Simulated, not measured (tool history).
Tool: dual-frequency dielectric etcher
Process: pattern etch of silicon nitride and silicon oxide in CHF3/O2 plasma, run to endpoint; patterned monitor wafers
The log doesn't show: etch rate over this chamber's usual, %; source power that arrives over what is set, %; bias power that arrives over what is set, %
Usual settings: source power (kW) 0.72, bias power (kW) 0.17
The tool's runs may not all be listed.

| run | hour | source power (kW) | bias power (kW) | wafers since the last listed run | hours since the last wet clean | hours since the last source power generator calibration | hours since the last bias power generator calibration | hours since the last upper electrode change | incoming incoming film thickness, nm | endpoint time (s) |
|---|---|---|---|---|---|---|---|---|---|---|
| 1 | 0 | 0.72 | 0.17 | 0 | 449.9 | 2550.8 | 1777.8 | 2405.7 | 228.4 | 147 |
| 2 | 38.8 | 0.72 | 0.17 | 393 | 488.7 | 2589.6 | 1816.6 | 2444.5 | 231.3 | 148.2 |
| 3 | 78 | 0.72 | 0.17 | 397 | 527.9 | 2628.8 | 1855.8 | 2483.7 | 233.3 | 149.5 |
|  | 111 | wet clean of the chamber |
| 4 | 144.3 | 0.58 | 0.2 | 428 | 33.3 | 2695.1 | 1922.1 | 2550 | 229.2 | 154.6 |
| 5 | 203.3 | 0.58 | 0.2 | 597 | 92.3 | 2754.1 | 1981.1 | 2609 | 230.6 | 155.4 |
| 6 | 230.8 | 0.58 | 0.2 | 278 | 119.8 | 2781.6 | 2008.6 | 2636.5 | 230.1 | 154.8 |
| 7 | 282.6 | 0.72 | 0.17 | 524 | 171.6 | 2833.4 | 2060.4 | 2688.3 | 230.1 | 146.8 |
| 8 | 331.5 | 0.72 | 0.17 | 495 | 220.5 | 2882.3 | 2109.3 | 2737.2 | 231.2 | 149.2 |
| 9 | 369.5 | 0.72 | 0.17 | 385 | 258.5 | 2920.3 | 2147.3 | 2775.2 | 231.8 | 148.3 |
| 10 | 399.9 | 0.72 | 0.17 | 308 | 288.9 | 2950.7 | 2177.7 | 2805.6 | 228.5 | 146.4 |
| 11 | 461.8 | 0.72 | 0.17 | 627 | 350.8 | 3012.6 | 2239.6 | 2867.5 | 233.4 | 150.6 |
| 12 | 523.9 | 0.72 | 0.17 | 629 | 412.9 | 3074.7 | 2301.7 | 2929.6 | 228 | 146.3 |
|  | 582.5 | source power generator calibrated |
| 13 | 587.4 | 0.72 | 0.17 | 602 | 476.4 | 4.9 | 2365.2 | 2993.1 | 229.3 | 147.4 |
| 14 | 617.3 | 0.72 | 0.17 | 302 | 506.3 | 34.8 | 2395.1 | 3023 | 230.9 | 148.8 |
|  | 647.1 | wet clean of the chamber |
| 15 | 679 | 0.72 | 0.17 | 381 | 31.9 | 96.5 | 2456.8 | 3084.7 | 231.8 | 149 |
| 16 | 711.4 | 0.65 | 0.17 | 328 | 64.3 | 128.9 | 2489.2 | 3117.1 | 229 | 154.2 |
| 17 | 745.4 | 0.57 | 0.17 | 344 | 98.3 | 162.9 | 2523.2 | 3151.1 | 231 | 165.5 |
| 18 | 815.8 | 0.72 | 0.17 | 713 | 168.7 | 233.3 | 2593.6 | 3221.5 | 229.5 | 147.6 |
|  | 862.5 | upper electrode replaced |
| 19 | 863 | 0.72 | 0.17 | 235 | 215.9 | 280.5 | 2640.8 | 0.5 | 228.7 | 147.7 |
| 20 | 904.8 | 0.67 | 0.192 | 423 | 257.7 | 322.3 | 2682.6 | 42.3 | 231.1 | 148.3 |
| 21 | 957.7 | 0.59 | 0.203 | 535 | 310.6 | 375.2 | 2735.5 | 95.2 | 232.1 | 154.7 |
| 22 | 983.5 | 0.72 | 0.17 | 261 | 336.4 | 401 | 2761.3 | 121 | 231.9 | 148.5 |
| 23 | 1011 | 0.61 | 0.153 | 278 | 363.9 | 428.5 | 2788.8 | 148.5 | 227.4 | 163.1 |
| 24 | 1049.1 | 0.86 | 0.195 | 386 | 402 | 466.6 | 2826.9 | 186.6 | 232.2 | 132.1 |
|  | 1054.9 | bias power generator calibrated |
| 25 | 1113.9 | 0.8 | 0.195 | 616 | 466.8 | 531.4 | 59 | 251.4 | 230.9 | 134.8 |
|  | 1182.5 | wet clean of the chamber |
| 26 | 1245.6 | 0.72 | 0.17 | 1091 | 63.1 | 663.1 | 190.7 | 383.1 | 230.5 | 147.4 |
| 27 | 1286.6 | 0.56 | 0.185 | 415 | 104.1 | 704.1 | 231.7 | 424.1 | 229.1 | 161.1 |
| 28 | 1331.8 | 0.88 | 0.202 | 457 | 149.3 | 749.3 | 276.9 | 469.3 | 231.6 | 129.1 |
| 29 | 1360 | 0.82 | 0.155 | 285 | 177.5 | 777.5 | 305.1 | 497.5 | 232.4 | 145.4 |
| 30 | 1431.5 | 0.72 | 0.17 | 724 | 249 | 849 | 376.6 | 569 | 228.2 | 146.1 |
| 31 | 1502.4 | 0.72 | 0.129 | 718 | 319.9 | 919.9 | 447.5 | 639.9 | 230.6 | 161.6 |
| 32 | 1551.7 | 0.86 | 0.156 | 499 | 369.2 | 969.2 | 496.8 | 689.2 | 230 | 140.2 |
| 33 | 1596.2 | 0.62 | 0.201 | 450 | 413.7 | 1013.7 | 541.3 | 733.7 | 229 | 149 |
| 34 | 1645.5 | 0.72 | 0.17 | 499 | 463 | 1063 | 590.6 | 783 | 230.3 | 147.4 |

Forecast each of these 5 alternatives for the next run:
| A | 1646 | 0.72 | 0.17 | 5 | 463.5 | 1063.5 | 591.1 | 783.5 | 230 | ? |
| B | 1646 | 0.72 | 0.198 | 5 | 463.5 | 1063.5 | 591.1 | 783.5 | 230 | ? |
| C | 1646 | 0.72 | 0.141 | 5 | 463.5 | 1063.5 | 591.1 | 783.5 | 230 | ? |
| D | 1646 | 0.56 | 0.137 | 5 | 463.5 | 1063.5 | 591.1 | 783.5 | 230 | ? |
| E | 1646 | 0.79 | 0.17 | 5 | 463.5 | 1063.5 | 591.1 | 783.5 | 230 | ? |

| run | endpoint time (s) |
|---|---|
| A | 147.6 |
| B | 140.7 |
| C | 156.1 |
| D | 176.9 |
| E | 141.6 |
Without the tool's hidden state the same runs would have given:
| run | endpoint time (s) |
|---|---|
| A | 147.6 |
| B | 140.7 |
| C | 156.1 |
| D | 176.9 |
| E | 141.6 |
